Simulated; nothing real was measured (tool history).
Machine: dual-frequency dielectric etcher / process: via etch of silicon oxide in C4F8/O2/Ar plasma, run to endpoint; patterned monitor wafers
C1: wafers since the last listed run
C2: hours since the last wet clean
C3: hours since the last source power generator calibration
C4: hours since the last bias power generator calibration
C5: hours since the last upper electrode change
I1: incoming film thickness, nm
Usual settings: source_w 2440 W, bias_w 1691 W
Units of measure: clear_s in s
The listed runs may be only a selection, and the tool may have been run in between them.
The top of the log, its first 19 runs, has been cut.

{"hour": 277.5, "done": "bias power generator calibrated"}
{"hour": 291.9, "done": "wet clean of the chamber"}
{"run": 20, "hour": 292.4, "source_w": 2440, "bias_w": 1691, "C1": 65, "C2": 0.5, "C3": 112.1, "C4": 14.9, "C5": 210.8, "I1": 961.3, "clear_s": 169.2}
{"run": 21, "hour": 292.8, "source_w": 2440, "bias_w": 1691, "C1": 2, "C2": 0.9, "C3": 112.5, "C4": 15.3, "C5": 211.2, "I1": 965.1, "clear_s": 170.6}
{"run": 22, "hour": 303.2, "source_w": 1870, "bias_w": 2108, "C1": 63, "C2": 11.3, "C3": 122.9, "C4": 25.7, "C5": 221.6, "I1": 966.8, "clear_s": 179.7}
{"run": 23, "hour": 317.0, "source_w": 2010, "bias_w": 1853, "C1": 84, "C2": 25.1, "C3": 136.7, "C4": 39.5, "C5": 235.4, "I1": 968.4, "clear_s": 181.1}
{"run": 24, "hour": 327.8, "source_w": 2440, "bias_w": 1691, "C1": 66, "C2": 35.9, "C3": 147.5, "C4": 50.3, "C5": 246.2, "I1": 976.8, "clear_s": 172.9}
{"run": 25, "hour": 335.5, "source_w": 2890, "bias_w": 1393, "C1": 47, "C2": 43.6, "C3": 155.2, "C4": 58, "C5": 253.9, "I1": 978, "clear_s": 169.8}
{"run": 26, "hour": 350.8, "source_w": 2940, "bias_w": 1498, "C1": 93, "C2": 58.9, "C3": 170.5, "C4": 73.3, "C5": 269.2, "I1": 964.5, "clear_s": 164.1}
{"run": 27, "hour": 359.0, "source_w": 2960, "bias_w": 1463, "C1": 50, "C2": 67.1, "C3": 178.7, "C4": 81.5, "C5": 277.4, "I1": 965.6, "clear_s": 164}
{"run": 28, "hour": 371.4, "source_w": 3020, "bias_w": 1285, "C1": 76, "C2": 79.5, "C3": 191.1, "C4": 93.9, "C5": 289.8, "I1": 973, "clear_s": 168.9}
{"run": 29, "hour": 381.8, "source_w": 2160, "bias_w": 1691, "C1": 63, "C2": 89.9, "C3": 201.5, "C4": 104.3, "C5": 300.2, "I1": 976.8, "clear_s": 181.4}
{"run": 30, "hour": 392.4, "source_w": 2860, "bias_w": 1431, "C1": 65, "C2": 100.5, "C3": 212.1, "C4": 114.9, "C5": 310.8, "I1": 971, "clear_s": 168.9}
{"run": 31, "hour": 405.3, "source_w": 2440, "bias_w": 1691, "C1": 79, "C2": 113.4, "C3": 225, "C4": 127.8, "C5": 323.7, "I1": 959, "clear_s": 171.3}
{"run": 32, "hour": 414.0, "source_w": 3010, "bias_w": 1570, "C1": 53, "C2": 122.1, "C3": 233.7, "C4": 136.5, "C5": 332.4, "I1": 975.9, "clear_s": 163.3}
{"run": 33, "hour": 420.9, "source_w": 2010, "bias_w": 1853, "C1": 42, "C2": 129, "C3": 240.6, "C4": 143.4, "C5": 339.3, "I1": 972.9, "clear_s": 182}
{"run": 34, "hour": 435.5, "source_w": 2080, "bias_w": 2094, "C1": 89, "C2": 143.6, "C3": 255.2, "C4": 158, "C5": 353.9, "I1": 970.1, "clear_s": 174.6}
{"run": 35, "hour": 442.3, "source_w": 1830, "bias_w": 2092, "C1": 41, "C2": 150.4, "C3": 262, "C4": 164.8, "C5": 360.7, "I1": 979, "clear_s": 183.7}

Forecast each of these 4 alternatives for the next run:
{"run": "A", "hour": 442.8, "source_w": 2440, "bias_w": 1534, "C1": 3, "C2": 150.9, "C3": 262.5, "C4": 165.3, "C5": 361.2, "I1": 967.2, "clear_s": "?"}
{"run": "B", "hour": 442.8, "source_w": 2890, "bias_w": 1418, "C1": 3, "C2": 150.9, "C3": 262.5, "C4": 165.3, "C5": 361.2, "I1": 967.2, "clear_s": "?"}
{"run": "C", "hour": 442.8, "source_w": 2140, "bias_w": 2075, "C1": 3, "C2": 150.9, "C3": 262.5, "C4": 165.3, "C5": 361.2, "I1": 967.2, "clear_s": "?"}
{"run": "D", "hour": 442.8, "source_w": 2880, "bias_w": 1919, "C1": 3, "C2": 150.9, "C3": 262.5, "C4": 165.3, "C5": 361.2, "I1": 967.2, "clear_s": "?"}

run=A clear_s=176.7
run=B clear_s=168.8
run=C clear_s=172.5
run=D clear_s=157.7
The same runs, with their run-to-run variation unchanged, on a tool lacking any hidden condition would have given:
run=A clear_s=174.8
run=B clear_s=167
run=C clear_s=170.6
run=D clear_s=156
